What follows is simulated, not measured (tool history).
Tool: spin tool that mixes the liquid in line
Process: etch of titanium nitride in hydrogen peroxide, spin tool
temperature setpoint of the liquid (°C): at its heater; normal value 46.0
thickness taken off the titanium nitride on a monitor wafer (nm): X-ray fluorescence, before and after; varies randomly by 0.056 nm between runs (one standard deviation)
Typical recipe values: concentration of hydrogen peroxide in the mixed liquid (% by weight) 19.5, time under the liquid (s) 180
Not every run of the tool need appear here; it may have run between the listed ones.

| run | hour | temperature setpoint of the liquid (°C) | concentration of hydrogen peroxide in the mixed liquid (% by weight) | time under the liquid (s) | wafers since the last listed run | hours since the thermometer was replaced | hours since the peroxide flow meter was replaced | hours since the heated supply line was repaired | hours since the drum of peroxide was connected | hours since the gauge calibration | read-back film thickness of the titanium nitride reference wafer, read on the same gauge (nm) | thickness taken off the titanium nitride on a monitor wafer (nm) |
|---|---|---|---|---|---|---|---|---|---|---|---|---|
| 1 | 0.0 | 51.0 | 19.5 | 180 | 0 | 2213.6 | 225.7 | 1662.9 | 306.5 | 1288.9 | 150.00 | 13.20 |
| 2 | 13.3 | 37.0 | 24.0 | 140 | 59 | 2226.9 | 239.0 | 1676.2 | 319.8 | 1302.2 | 149.98 | 3.77 |
| 3 | 33.4 | 37.0 | 22.5 | 180 | 89 | 2247.0 | 259.1 | 1696.3 | 339.9 | 1322.3 | 150.04 | 4.80 |
|  | 50.6 | new drum of peroxide connected |
| 4 | 59.8 | 41.0 | 15.0 | 180 | 112 | 2273.4 | 285.5 | 1722.7 | 9.2 | 1348.7 | 150.04 | 5.98 |
| 5 | 94.5 | 46.0 | 19.5 | 180 | 154 | 2308.1 | 320.2 | 1757.4 | 43.9 | 1383.4 | 150.02 | 9.22 |
| 6 | 108.0 | 46.0 | 19.5 | 180 | 59 | 2321.6 | 333.7 | 1770.9 | 57.4 | 1396.9 | 149.96 | 9.22 |
| 7 | 141.7 | 46.0 | 19.5 | 180 | 149 | 2355.3 | 367.4 | 1804.6 | 91.1 | 1430.6 | 150.00 | 9.18 |
| 8 | 166.8 | 48.5 | 14.0 | 110 | 111 | 2380.4 | 392.5 | 1829.7 | 116.2 | 1455.7 | 150.00 | 6.30 |
| 9 | 194.8 | 42.5 | 19.5 | 180 | 124 | 2408.4 | 420.5 | 1857.7 | 144.2 | 1483.7 | 150.02 | 7.01 |
| 10 | 223.1 | 46.0 | 19.5 | 70 | 125 | 2436.7 | 448.8 | 1886.0 | 172.5 | 1512.0 | 149.94 | 3.53 |
|  | 241.8 | thermometer replaced |
| 11 | 243.9 | 39.0 | 14.5 | 180 | 87 | 2.1 | 469.6 | 1906.8 | 193.3 | 1532.8 | 150.01 | 5.05 |
| 12 | 262.0 | 43.5 | 19.5 | 180 | 80 | 20.2 | 487.7 | 1924.9 | 211.4 | 1550.9 | 150.01 | 7.61 |
| 13 | 283.4 | 42.0 | 19.5 | 180 | 95 | 41.6 | 509.1 | 1946.3 | 232.8 | 1572.3 | 149.93 | 6.79 |
|  | 289.7 | gauge calibrated |
| 14 | 305.0 | 55.5 | 24.5 | 280 | 95 | 63.2 | 530.7 | 1967.9 | 254.4 | 15.3 | 150.00 | 29.66 |
|  | 316.1 | heated supply line repaired |
| 15 | 322.8 | 46.0 | 17.5 | 180 | 74 | 81.0 | 548.5 | 6.7 | 272.2 | 33.1 | 150.00 | 9.75 |
|  | 330.2 | new drum of peroxide connected |
| 16 | 345.6 | 51.5 | 21.5 | 215 | 96 | 103.8 | 571.3 | 29.5 | 15.4 | 55.9 | 150.00 | 18.05 |
| 17 | 369.5 | 46.0 | 19.5 | 180 | 106 | 127.7 | 595.2 | 53.4 | 39.3 | 79.8 | 149.96 | 10.04 |
| 18 | 403.9 | 56.0 | 19.5 | 135 | 152 | 162.1 | 629.6 | 87.8 | 73.7 | 114.2 | 149.97 | 15.45 |
| 19 | 427.5 | 46.0 | 15.5 | 180 | 104 | 185.7 | 653.2 | 111.4 | 97.3 | 137.8 | 150.01 | 9.47 |
| 20 | 459.6 | 40.0 | 19.5 | 180 | 142 | 217.8 | 685.3 | 143.5 | 129.4 | 169.9 | 149.99 | 6.33 |
| 21 | 498.3 | 46.0 | 16.5 | 240 | 171 | 256.5 | 724.0 | 182.2 | 168.1 | 208.6 | 150.02 | 12.76 |
| 22 | 524.3 | 36.0 | 23.0 | 235 | 115 | 282.5 | 750.0 | 208.2 | 194.1 | 234.6 | 149.97 | 6.20 |
| 23 | 555.0 | 46.0 | 23.0 | 180 | 136 | 313.2 | 780.7 | 238.9 | 224.8 | 265.3 | 150.00 | 10.26 |
| 24 | 590.1 | 52.0 | 19.5 | 180 | 155 | 348.3 | 815.8 | 274.0 | 259.9 | 300.4 | 150.01 | 15.28 |
| 25 | 613.3 | 36.5 | 19.5 | 180 | 103 | 371.5 | 839.0 | 297.2 | 283.1 | 323.6 | 150.03 | 4.75 |

Predict each of these 4 candidate next runs independently; none follows another, all start after run 25:
| A | 613.8 | 46.0 | 19.5 | 180 | 2 | 372.0 | 839.5 | 297.7 | 283.6 | 324.1 | ? | ? |
| B | 613.8 | 41.5 | 15.0 | 215 | 2 | 372.0 | 839.5 | 297.7 | 283.6 | 324.1 | ? | ? |
| C | 613.8 | 46.0 | 14.0 | 125 | 2 | 372.0 | 839.5 | 297.7 | 283.6 | 324.1 | ? | ? |
| D | 613.8 | 56.0 | 18.0 | 145 | 2 | 372.0 | 839.5 | 297.7 | 283.6 | 324.1 | ? | ? |

| run | read-back film thickness of the titanium nitride reference wafer, read on the same gauge (nm) | thickness taken off the titanium nitride on a monitor wafer (nm) |
|---|---|---|
| A | 150.01 | 9.90 |
| B | 150.01 | 7.98 |
| C | 150.01 | 6.41 |
| D | 150.01 | 16.10 |
With no hidden state in the tool, these same runs would have given:
| run | thickness taken off the titanium nitride on a monitor wafer (nm) |
|---|---|
| A | 10.07 |
| B | 8.11 |
| C | 6.52 |
| D | 16.35 |
